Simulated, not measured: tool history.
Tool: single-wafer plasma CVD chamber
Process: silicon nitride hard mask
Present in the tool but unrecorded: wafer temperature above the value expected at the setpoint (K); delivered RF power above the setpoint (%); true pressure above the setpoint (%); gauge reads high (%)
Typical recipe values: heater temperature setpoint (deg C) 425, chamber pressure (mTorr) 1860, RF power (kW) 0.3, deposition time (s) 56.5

run,hour,heater temperature setpoint (deg C),chamber pressure (mTorr),RF power (kW),deposition time (s),wafers since the last listed run,hours since the last thermocouple change,hours since the last RF generator calibration,hours since the last manometer calibration,hours since the showerhead was replaced,hours since the gauge calibration,"read-back reference wafer on the same gauge, thickness_nm",mean film thickness on the monitor wafer (Å)
1,0,425,1860,0.3,56.5,0,2439.8,2102.7,2796.2,5363,153,60.996,641.16
2,16.8,425,1860,0.3,56.5,356,2456.6,2119.5,2813,5379.8,169.8,61.017,642.28
3,25.5,425,1860,0.3,56.5,184,2465.3,2128.2,2821.7,5388.5,178.5,61.019,640.16
4,43.4,425,1860,0.3,56.5,379,2483.2,2146.1,2839.6,5406.4,196.4,60.985,639.23
5,56.7,425,1860,0.3,56.5,281,2496.5,2159.4,2852.9,5419.7,209.7,61.021,640.69
6,69,431,1860,0.265,56.5,260,2508.8,2171.7,2865.2,5432,222,60.965,588.89
7,82.9,431,1860,0.265,56.5,294,2522.7,2185.6,2879.1,5445.9,235.9,61.002,591.91
8,89.9,425,1860,0.3,56.5,148,2529.7,2192.6,2886.1,5452.9,242.9,60.999,638.71
9,105.9,425,2090,0.275,56.5,339,2545.7,2208.6,2902.1,5468.9,258.9,61.009,624.06
10,116.8,425,2090,0.275,56.5,231,2556.6,2219.5,2913,5479.8,269.8,61.003,620.89
# hour 120.4: gauge calibrated
11,123.5,425,1860,0.3,56.5,142,2563.3,2226.2,2919.7,5486.5,3.1,61.014,640.18
12,135.4,425,1860,0.3,56.5,252,2575.2,2238.1,2931.6,5498.4,15,61.026,637.6
13,145.2,425,1860,0.3,56.5,207,2585,2247.9,2941.4,5508.2,24.8,61.015,638.37
14,153.1,434,1860,0.3,56.5,167,2592.9,2255.8,2949.3,5516.1,32.7,61.015,636.81
# hour 163.2: showerhead replaced
15,163.7,425,1860,0.285,56.5,55,2603.5,2266.4,2959.9,0.5,43.3,61.009,618.39
16,168,425,1860,0.3,56.5,91,2607.8,2270.7,2964.2,4.8,47.6,60.969,637.89
# hour 197.3: capacitance manometer re-zeroed and calibrated
# hour 216.5: RF generator calibrated
17,217,425,2120,0.3,56.5,699,2656.8,0.5,19.7,53.8,96.6,60.987,691.7
18,221.9,425,2160,0.245,56.5,103,2661.7,5.4,24.6,58.7,101.5,61.032,614.92
# hour 230.6: thermocouple changed; heater temperature recalibrated
19,234.5,425,1860,0.3,56.5,97,3.9,18,37.2,71.3,114.1,60.992,671.81
20,247.9,413,1550,0.355,56.5,284,17.3,31.4,50.6,84.7,127.5,60.989,711.03
21,256.1,425,1860,0.245,62.9,173,25.5,39.6,58.8,92.9,135.7,60.959,661.53
22,269.2,425,1860,0.3,52.9,277,38.6,52.7,71.9,106,148.8,60.977,629.19
23,284.3,425,1860,0.3,46.5,320,53.7,67.8,87,121.1,163.9,60.968,551.92
24,294.9,429,1590,0.345,56.5,224,64.3,78.4,97.6,131.7,174.5,61.013,698.76
25,304,425,2180,0.3,56.5,192,73.4,87.5,106.7,140.8,183.6,60.954,696.23
26,315.3,425,1860,0.3,56.5,239,84.7,98.8,118,152.1,194.9,60.993,670.64

For each entry between runs, how does the tool's hidden state at the last listed run before it compare with that at the first listed run after it?
Run 10 -> run 11: gauge calibrated (hour 120.4)
  delivered RF power above the setpoint (%): -8.17 -> -8.2
  the result without the hidden state subtracted from the measured one, mean film thickness on the monitor wafer (Å): -33.24 -> -33.35
Run 14 -> run 15: showerhead replaced (hour 163.2)
  delivered RF power above the setpoint (%): -8.3 -> -8.34
  the result without the hidden state subtracted from the measured one, mean film thickness on the monitor wafer (Å): -33.63 -> -33.28
Run 16 -> run 17: capacitance manometer re-zeroed and calibrated (hour 197.3); RF generator calibrated (hour 216.5)
  delivered RF power above the setpoint (%): -8.35 -> -0.202
  the result without the hidden state subtracted from the measured one, mean film thickness on the monitor wafer (Å): -33.92 -> -0.84
Run 18 -> run 19: thermocouple changed; heater temperature recalibrated (hour 230.6)
  delivered RF power above the setpoint (%): -0.219 -> -0.264
  the result without the hidden state subtracted from the measured one, mean film thickness on the monitor wafer (Å): -0.83 -> -1.06

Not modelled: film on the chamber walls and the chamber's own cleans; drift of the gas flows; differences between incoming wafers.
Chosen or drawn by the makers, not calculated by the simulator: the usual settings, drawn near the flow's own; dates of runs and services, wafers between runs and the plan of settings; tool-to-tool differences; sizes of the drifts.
